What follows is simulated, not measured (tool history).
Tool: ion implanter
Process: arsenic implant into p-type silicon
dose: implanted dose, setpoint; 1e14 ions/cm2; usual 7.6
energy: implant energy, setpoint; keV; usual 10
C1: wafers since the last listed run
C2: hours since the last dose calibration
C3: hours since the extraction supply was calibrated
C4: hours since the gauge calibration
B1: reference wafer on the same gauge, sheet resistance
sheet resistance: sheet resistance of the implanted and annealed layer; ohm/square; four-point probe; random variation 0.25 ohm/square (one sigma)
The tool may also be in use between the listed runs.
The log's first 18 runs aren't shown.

{"run": 19, "hour": 222.8, "dose": 6.42, "energy": 7.5, "C1": 131, "C2": 2214.6, "C3": 49.1, "C4": 92.2, "B1": 190.05, "sheet resistance": 194.4}
{"run": 20, "hour": 240.6, "dose": 8.72, "energy": 7, "C1": 291, "C2": 2232.4, "C3": 66.9, "C4": 110, "B1": 190.01, "sheet resistance": 167.56}
{"run": 21, "hour": 252.7, "dose": 8.3, "energy": 7.5, "C1": 198, "C2": 2244.5, "C3": 79, "C4": 122.1, "B1": 189.98, "sheet resistance": 169.57}
{"run": 22, "hour": 264.7, "dose": 7.6, "energy": 10, "C1": 196, "C2": 2256.5, "C3": 91, "C4": 134.1, "B1": 190.08, "sheet resistance": 171.82}
{"run": 23, "hour": 274.4, "dose": 9.42, "energy": 8, "C1": 158, "C2": 2266.2, "C3": 100.7, "C4": 143.8, "B1": 190.06, "sheet resistance": 159.12}
{"run": 24, "hour": 281.8, "dose": 8.81, "energy": 10, "C1": 121, "C2": 2273.6, "C3": 108.1, "C4": 151.2, "B1": 189.92, "sheet resistance": 159.8}
{"run": 25, "hour": 295.5, "dose": 5.78, "energy": 7, "C1": 224, "C2": 2287.3, "C3": 121.8, "C4": 164.9, "B1": 189.98, "sheet resistance": 208.91}
{"run": 26, "hour": 305.0, "dose": 7.6, "energy": 10, "C1": 155, "C2": 2296.8, "C3": 131.3, "C4": 174.4, "B1": 190.02, "sheet resistance": 172.02}
{"run": 27, "hour": 313.6, "dose": 6.51, "energy": 7.5, "C1": 140, "C2": 2305.4, "C3": 139.9, "C4": 183, "B1": 189.93, "sheet resistance": 193.87}
{"run": 28, "hour": 331.1, "dose": 9.17, "energy": 12.5, "C1": 286, "C2": 2322.9, "C3": 157.4, "C4": 200.5, "B1": 189.99, "sheet resistance": 151.35}
{"hour": 343.7, "done": "Faraday cup replaced and dose calibrated"}
{"run": 29, "hour": 344.2, "dose": 7.6, "energy": 10, "C1": 83, "C2": 0.5, "C3": 170.5, "C4": 213.6, "B1": 190, "sheet resistance": 167.13}
{"run": 30, "hour": 352.9, "dose": 8.84, "energy": 10, "C1": 142, "C2": 9.2, "C3": 179.2, "C4": 222.3, "B1": 190, "sheet resistance": 155.65}
{"run": 31, "hour": 369.5, "dose": 7.6, "energy": 10, "C1": 271, "C2": 25.8, "C3": 195.8, "C4": 238.9, "B1": 189.95, "sheet resistance": 167.23}
{"run": 32, "hour": 386.2, "dose": 7.6, "energy": 10, "C1": 273, "C2": 42.5, "C3": 212.5, "C4": 255.6, "B1": 189.99, "sheet resistance": 167.4}
{"run": 33, "hour": 394.6, "dose": 6.65, "energy": 11.5, "C1": 137, "C2": 50.9, "C3": 220.9, "C4": 264, "B1": 189.98, "sheet resistance": 177.47}
{"run": 34, "hour": 410.6, "dose": 6.59, "energy": 10, "C1": 262, "C2": 66.9, "C3": 236.9, "C4": 280, "B1": 190.04, "sheet resistance": 181.15}
{"run": 35, "hour": 420.9, "dose": 8.57, "energy": 11.5, "C1": 168, "C2": 77.2, "C3": 247.2, "C4": 290.3, "B1": 190.01, "sheet resistance": 153.97}
{"run": 36, "hour": 431.9, "dose": 6.18, "energy": 12.5, "C1": 180, "C2": 88.2, "C3": 258.2, "C4": 301.3, "B1": 189.98, "sheet resistance": 182.77}
{"run": 37, "hour": 439.1, "dose": 7.6, "energy": 10, "C1": 117, "C2": 95.4, "C3": 265.4, "C4": 308.5, "B1": 189.99, "sheet resistance": 167.61}
{"run": 38, "hour": 454.2, "dose": 7.6, "energy": 10, "C1": 247, "C2": 110.5, "C3": 280.5, "C4": 323.6, "B1": 190.05, "sheet resistance": 167.51}

Forecast each of these 3 alternatives for the next run:
{"run": "A", "hour": 454.6, "dose": 7.6, "energy": 10, "C1": 6, "C2": 110.9, "C3": 280.9, "C4": 324, "B1": "?", "sheet resistance": "?"}
{"run": "B", "hour": 454.6, "dose": 9.6, "energy": 8, "C1": 6, "C2": 110.9, "C3": 280.9, "C4": 324, "B1": "?", "sheet resistance": "?"}
{"run": "C", "hour": 454.6, "dose": 6.76, "energy": 13.5, "C1": 6, "C2": 110.9, "C3": 280.9, "C4": 324, "B1": "?", "sheet resistance": "?"}

run=A B1=189.99 sheet_resistance=167.55
run=B B1=189.99 sheet_resistance=155.03
run=C B1=189.99 sheet_resistance=171.99
Without the tool's hidden state the same runs would have given:
run=A sheet_resistance=167.09
run=B sheet_resistance=154.7
run=C sheet_resistance=171.44
